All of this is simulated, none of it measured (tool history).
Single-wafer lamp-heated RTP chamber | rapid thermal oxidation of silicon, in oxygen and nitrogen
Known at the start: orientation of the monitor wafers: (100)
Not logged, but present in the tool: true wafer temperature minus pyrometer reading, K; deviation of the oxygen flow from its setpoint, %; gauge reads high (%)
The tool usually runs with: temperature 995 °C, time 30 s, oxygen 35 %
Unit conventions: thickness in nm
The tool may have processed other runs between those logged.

run    hour  temperature  time  oxygen  wafers since the last listed run  wafers since the last pyrometer calibration  hours since the oxygen flow controller was replaced  hours since the gauge calibration  read-back reference wafer on the same gauge, thickness  thickness
  1       0          995    30      35                                 0                                         5400                                               2909.6                              863.4                                                    2.82      3.081
  2    27.2          995    30      35                               249                                         5650                                               2936.8                              890.6                                                   2.821      3.071
       40.1  -- gauge calibrated
  3    86.3          995    30      35                               541                                         6191                                               2995.9                               46.2                                                    2.82      3.094
  4   125.8          995    30      35                               361                                         6553                                               3035.4                               85.7                                                   2.821      3.097
  5   150.7          995    30      35                               228                                         6781                                               3060.3                              110.6                                                   2.819      3.089
  6   182.6          995    30      35                               292                                         7073                                               3092.2                              142.5                                                    2.82      3.103
      210.8  -- pyrometer window cleaned and pyrometer calibrated
  7   211.3          995    30      35                               189                                            4                                               3120.9                              171.2                                                    2.82      3.052
  8   241.4          995    30      35                               275                                          280                                                 3151                              201.3                                                   2.819      3.047
  9   261.6          995    30      35                               184                                          465                                               3171.2                              221.5                                                   2.819      3.046
 10   296.6          995    30      17                               320                                          785                                               3206.2                              256.5                                                    2.82      2.622
 11   331.3          995    30      17                               317                                         1103                                               3240.9                              291.2                                                   2.821      2.615
 12   343.5          995    30      35                               111                                         1215                                               3253.1                              303.4                                                    2.82      3.046
 13   356.4          995    30      35                               118                                         1333                                                 3266                              316.3                                                    2.82       3.04
 14   380.1          995    30      56                               217                                         1550                                               3289.7                                340                                                    2.82      3.455
 15   396.9          995    30      56                               153                                         1704                                               3306.5                              356.8                                                    2.82      3.455
 16   410.3         1004    30      35                               122                                         1827                                               3319.9                              370.2                                                   2.819        3.2
 17   429.8         1018    35      25                               178                                         2005                                               3339.4                              389.7                                                   2.821       3.34
 18   463.8          995    23      35                               311                                         2316                                               3373.4                              423.7                                                    2.82      2.811
 19   499.2         1005    41      35                               324                                         2641                                               3408.8                              459.1                                                    2.82      3.606
 20   523.1          967    35      35                               218                                         2860                                               3432.7                                483                                                   2.819      2.788
 21   545.7         1010    22      17                               206                                         3067                                               3455.3                              505.6                                                   2.819      2.571
 22   558.2         1016    22      35                               114                                         3181                                               3467.8                              518.1                                                    2.82      3.089
 23   581.7          995    19      35                               215                                         3396                                               3491.3                              541.6                                                   2.819      2.671
 24   614.5          995    37      17                               300                                         3697                                               3524.1                              574.4                                                    2.82      2.785
      646.2  -- oxygen flow controller replaced
 25   646.7         1009    45      49                               221                                         3918                                                  0.5                              606.6                                                   2.819      4.281
 26   668.6          995    30      35                               200                                         4119                                                 22.4                              628.5                                                   2.821      3.059
 27   697.1          995    30      35                               261                                         4380                                                 50.9                                657                                                   2.819      3.065
 28   781.3          995    30      59                               771                                         5151                                                135.1                              741.2                                                   2.819      3.535
      791.2  -- gauge calibrated
 29   809.1         1018    35      25                               254                                         5405                                                162.9                               17.9                                                   2.819      3.366
 30   836.7          995    30      35                               252                                         5658                                                190.5                               45.5                                                   2.819      3.086
 31   865.4          995    30      59                               262                                         5921                                                219.2                               74.2                                                    2.82      3.565
 32   898.8          995    30      35                               305                                         6227                                                252.6                              107.6                                                   2.821      3.092
 33   928.6         1015    35      27                               272                                         6500                                                282.4                              137.4                                                    2.82      3.398
 34   953.6         1022    43      19                               228                                         6729                                                307.4                              162.4                                                    2.82      3.467
 35   989.4         1006    24      35                               327                                         7057                                                343.2                              198.2                                                   2.819      3.054
 36    1017          995    30      35                               252                                         7309                                                370.8                              225.8                                                    2.82      3.112
     1057.3  -- pyrometer window cleaned and pyrometer calibrated
 37  1057.8         1022    40      46                               300                                            4                                                411.6                              266.6                                                    2.82      4.327
 38  1076.5          995    30      35                               171                                          175                                                430.3                              285.3                                                    2.82      3.055
 39  1101.3         1015    30      35                               227                                          402                                                455.1                              310.1                                                    2.82      3.402

3 options for the next run, each taken on its own from the tool as it stands now. Forecast them:
  A  1101.7          966    30      35                                 3                                          406                                                455.5                              310.5                                                       ?          ?
  B  1101.7          965    25      43                                 3                                          406                                                455.5                              310.5                                                       ?          ?
  C  1101.7          971    26      17                                 3                                          406                                                455.5                              310.5                                                       ?          ?

run  read-back reference wafer on the same gauge, thickness  thickness
  A                                                    2.82      2.658
  B                                                    2.82      2.619
  C                                                    2.82      2.356
With no hidden state in the tool, these same runs would have given:
run  thickness
  A      2.652
  B      2.613
  C      2.353
